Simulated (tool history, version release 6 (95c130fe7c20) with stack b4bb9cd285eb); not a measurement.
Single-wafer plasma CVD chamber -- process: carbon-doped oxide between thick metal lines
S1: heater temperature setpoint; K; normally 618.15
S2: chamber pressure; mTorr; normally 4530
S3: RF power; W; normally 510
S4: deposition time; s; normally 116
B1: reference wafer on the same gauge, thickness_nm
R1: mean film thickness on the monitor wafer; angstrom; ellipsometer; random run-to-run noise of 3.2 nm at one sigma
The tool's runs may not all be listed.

{"run": 1, "day": 0.0, "S1": 618.15, "S2": 4530, "S3": 510, "S4": 116, "B1": 540.454, "R1": 5930.48}
{"run": 2, "day": 0.321, "S1": 618.15, "S2": 4530, "S3": 510, "S4": 116, "B1": 540.188, "R1": 6001.83}
{"run": 3, "day": 0.696, "S1": 618.15, "S2": 4530, "S3": 510, "S4": 116, "B1": 539.915, "R1": 5977.89}
{"run": 4, "day": 1.212, "S1": 618.15, "S2": 4900, "S3": 535, "S4": 116, "B1": 540.714, "R1": 6252.4}
{"run": 5, "day": 1.812, "S1": 618.15, "S2": 4900, "S3": 535, "S4": 116, "B1": 539.795, "R1": 6326.9}
{"run": 6, "day": 2.233, "S1": 618.15, "S2": 4530, "S3": 510, "S4": 116, "B1": 540.443, "R1": 5946.56}
{"run": 7, "day": 2.825, "S1": 618.15, "S2": 4530, "S3": 510, "S4": 116, "B1": 539.535, "R1": 5897.46}
{"run": 8, "day": 3.333, "S1": 618.15, "S2": 4530, "S3": 510, "S4": 116, "B1": 540.181, "R1": 5906.37}
{"day": 3.817, "done": "showerhead replaced"}
{"run": 9, "day": 3.838, "S1": 618.15, "S2": 4530, "S3": 510, "S4": 116, "B1": 539.475, "R1": 5980.84}
{"run": 10, "day": 3.954, "S1": 629.15, "S2": 4530, "S3": 440, "S4": 116, "B1": 540.204, "R1": 4922.23}
{"run": 11, "day": 4.521, "S1": 618.15, "S2": 4530, "S3": 510, "S4": 116, "B1": 540.161, "R1": 5962.01}
{"day": 5.171, "done": "gauge calibrated"}
{"day": 5.388, "done": "capacitance manometer re-zeroed and calibrated"}
{"run": 12, "day": 5.408, "S1": 618.15, "S2": 4530, "S3": 510, "S4": 116, "B1": 539.461, "R1": 6007.91}
{"day": 5.779, "done": "RF generator calibrated"}
{"run": 13, "day": 5.8, "S1": 618.15, "S2": 4530, "S3": 510, "S4": 116, "B1": 540.206, "R1": 6004.14}
{"day": 6.288, "done": "thermocouple changed; heater temperature recalibrated"}
{"run": 14, "day": 6.308, "S1": 618.15, "S2": 3500, "S3": 510, "S4": 125, "B1": 539.603, "R1": 6215.15}
{"run": 15, "day": 6.542, "S1": 604.15, "S2": 4530, "S3": 580, "S4": 135, "B1": 539.412, "R1": 8020.98}
{"run": 16, "day": 7.158, "S1": 618.15, "S2": 4530, "S3": 445, "S4": 105, "B1": 540.421, "R1": 4618.54}
{"run": 17, "day": 7.517, "S1": 613.15, "S2": 4530, "S3": 480, "S4": 97, "B1": 540.382, "R1": 4772.74}
{"run": 18, "day": 7.846, "S1": 618.15, "S2": 4530, "S3": 510, "S4": 116, "B1": 539.847, "R1": 5930.76}
{"run": 19, "day": 8.108, "S1": 618.15, "S2": 3970, "S3": 510, "S4": 116, "B1": 540.202, "R1": 5849.38}
{"run": 20, "day": 8.708, "S1": 607.15, "S2": 5630, "S3": 425, "S4": 97, "B1": 539.688, "R1": 4282.3}
{"run": 21, "day": 9.392, "S1": 618.15, "S2": 4530, "S3": 445, "S4": 105, "B1": 539.941, "R1": 4680.28}
{"run": 22, "day": 10.021, "S1": 604.15, "S2": 4110, "S3": 415, "S4": 130, "B1": 540.291, "R1": 5388.2}
{"run": 23, "day": 10.767, "S1": 618.15, "S2": 4530, "S3": 575, "S4": 99, "B1": 539.385, "R1": 5660.01}
{"run": 24, "day": 11.454, "S1": 618.15, "S2": 4530, "S3": 510, "S4": 116, "B1": 539.719, "R1": 5971.74}

Estimate the outcome of run 25 from the log above:
{"run": 25, "day": 11.862, "S1": 618.15, "S2": 5470, "S3": 415, "S4": 116, "B1": "?", "R1": "?"}

{"run 25": {"B1": 540.676, "R1": 4822.93}}
The same run, on a tool lacking any hidden state, would have yielded R1 4822.93 angstrom.
